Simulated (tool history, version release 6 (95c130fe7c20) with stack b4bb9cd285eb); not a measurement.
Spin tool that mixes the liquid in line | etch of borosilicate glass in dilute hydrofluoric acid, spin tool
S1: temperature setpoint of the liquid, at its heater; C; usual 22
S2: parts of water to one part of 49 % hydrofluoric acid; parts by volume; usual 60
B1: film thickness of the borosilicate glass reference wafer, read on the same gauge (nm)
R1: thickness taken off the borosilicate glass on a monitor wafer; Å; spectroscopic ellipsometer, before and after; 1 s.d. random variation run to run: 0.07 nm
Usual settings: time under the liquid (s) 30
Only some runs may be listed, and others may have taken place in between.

run 1 hour=0 | S1=22 S2=60 time_under_the_liquid_(s)=35 | B1=141.47 | R1=203.4
run 2 hour=37.8 | S1=22 S2=60 time_under_the_liquid_(s)=30 | B1=141.6 | R1=174.9
run 3 hour=65.1 | S1=22 S2=60 time_under_the_liquid_(s)=30 | B1=141.71 | R1=174.4
run 4 hour=102.2 | S1=22 S2=60 time_under_the_liquid_(s)=30 | B1=141.84 | R1=176
run 5 hour=126.7 | S1=18 S2=60 time_under_the_liquid_(s)=30 | B1=141.94 | R1=147.3
-- hour=157.9 thermometer replaced
run 6 hour=159.3 | S1=18 S2=60 time_under_the_liquid_(s)=30 | B1=141.97 | R1=147.8
run 7 hour=183.5 | S1=18.5 S2=60 time_under_the_liquid_(s)=30 | B1=142.18 | R1=150.9
run 8 hour=254.8 | S1=18.5 S2=60 time_under_the_liquid_(s)=30 | B1=142.39 | R1=150.8
run 9 hour=323.1 | S1=18.5 S2=60 time_under_the_liquid_(s)=30 | B1=142.69 | R1=150.6
run 10 hour=358.6 | S1=20 S2=60 time_under_the_liquid_(s)=30 | B1=142.81 | R1=160.9
run 11 hour=399.4 | S1=26.5 S2=40 time_under_the_liquid_(s)=30 | B1=142.98 | R1=325.2
-- hour=401.9 gauge calibrated
run 12 hour=427.8 | S1=22 S2=60 time_under_the_liquid_(s)=30 | B1=139.93 | R1=172
run 13 hour=455.8 | S1=25.5 S2=75 time_under_the_liquid_(s)=40 | B1=139.92 | R1=206.4
run 14 hour=485.7 | S1=26.5 S2=40 time_under_the_liquid_(s)=25 | B1=139.89 | R1=265.7
run 15 hour=518.7 | S1=18 S2=45 time_under_the_liquid_(s)=25 | B1=139.94 | R1=165.8
-- hour=581.8 hydrofluoric acid flow meter replaced
run 16 hour=582.3 | S1=20.5 S2=85 time_under_the_liquid_(s)=40 | B1=139.91 | R1=147.6
run 17 hour=618.1 | S1=22 S2=60 time_under_the_liquid_(s)=30 | B1=139.99 | R1=173
run 18 hour=700.4 | S1=22 S2=40 time_under_the_liquid_(s)=15 | B1=140.03 | R1=132.2
run 19 hour=726.7 | S1=22 S2=80 time_under_the_liquid_(s)=45 | B1=140.12 | R1=188.7
run 20 hour=790.4 | S1=25 S2=45 time_under_the_liquid_(s)=20 | B1=140.13 | R1=178
run 21 hour=837.8 | S1=18.5 S2=40 time_under_the_liquid_(s)=20 | B1=140.24 | R1=152.8
run 22 hour=909.2 | S1=20.5 S2=80 time_under_the_liquid_(s)=20 | B1=140.37 | R1=78.8
run 23 hour=975.8 | S1=18.5 S2=50 time_under_the_liquid_(s)=40 | B1=140.49 | R1=241.4
run 24 hour=1009 | S1=22 S2=85 time_under_the_liquid_(s)=15 | B1=140.58 | R1=59.4
run 25 hour=1036.8 | S1=20 S2=60 time_under_the_liquid_(s)=25 | B1=140.65 | R1=133
run 26 hour=1098 | S1=19 S2=85 time_under_the_liquid_(s)=45 | B1=140.77 | R1=157.2
run 27 hour=1161.5 | S1=22 S2=60 time_under_the_liquid_(s)=30 | B1=140.89 | R1=173.2
run 28 hour=1202.3 | S1=22 S2=40 time_under_the_liquid_(s)=15 | B1=141.02 | R1=131.9
run 29 hour=1245.6 | S1=22 S2=35 time_under_the_liquid_(s)=40 | B1=141.17 | R1=406.2
run 30 hour=1291.8 | S1=19 S2=80 time_under_the_liquid_(s)=30 | B1=141.29 | R1=112.2
run 31 hour=1353.4 | S1=17.5 S2=35 time_under_the_liquid_(s)=40 | B1=141.54 | R1=337.3
run 32 hour=1400 | S1=18.5 S2=70 time_under_the_liquid_(s)=15 | B1=141.69 | R1=64.3
run 33 hour=1461.4 | S1=18 S2=85 time_under_the_liquid_(s)=15 | B1=141.88 | R1=50.6

The tool's hidden state at each run:
liquid colder than its thermometer reads (K): 0 across all the runs
hydrofluoric acid flow below the setpoint (%): 0 across all the runs
H1: gauge reads high (%)
run=1 H1=1.07
run=2 H1=1.15
run=3 H1=1.22
run=4 H1=1.31
run=5 H1=1.37
run=6 H1=1.46
run=7 H1=1.52
run=8 H1=1.72
run=9 H1=1.92
run=10 H1=2.03
run=11 H1=2.16
run=12 H1=-0.0615
run=13 H1=-0.0587
run=14 H1=-0.0536
run=15 H1=-0.0453
run=16 H1=-0.0215
run=17 H1=-0.00371
run=18 H1=0.0495
run=19 H1=0.0701
run=20 H1=0.127
run=21 H1=0.176
run=22 H1=0.261
run=23 H1=0.351
run=24 H1=0.4
run=25 H1=0.444
run=26 H1=0.546
run=27 H1=0.662
run=28 H1=0.742
run=29 H1=0.831
run=30 H1=0.932
run=31 H1=1.07
run=32 H1=1.19
run=33 H1=1.35

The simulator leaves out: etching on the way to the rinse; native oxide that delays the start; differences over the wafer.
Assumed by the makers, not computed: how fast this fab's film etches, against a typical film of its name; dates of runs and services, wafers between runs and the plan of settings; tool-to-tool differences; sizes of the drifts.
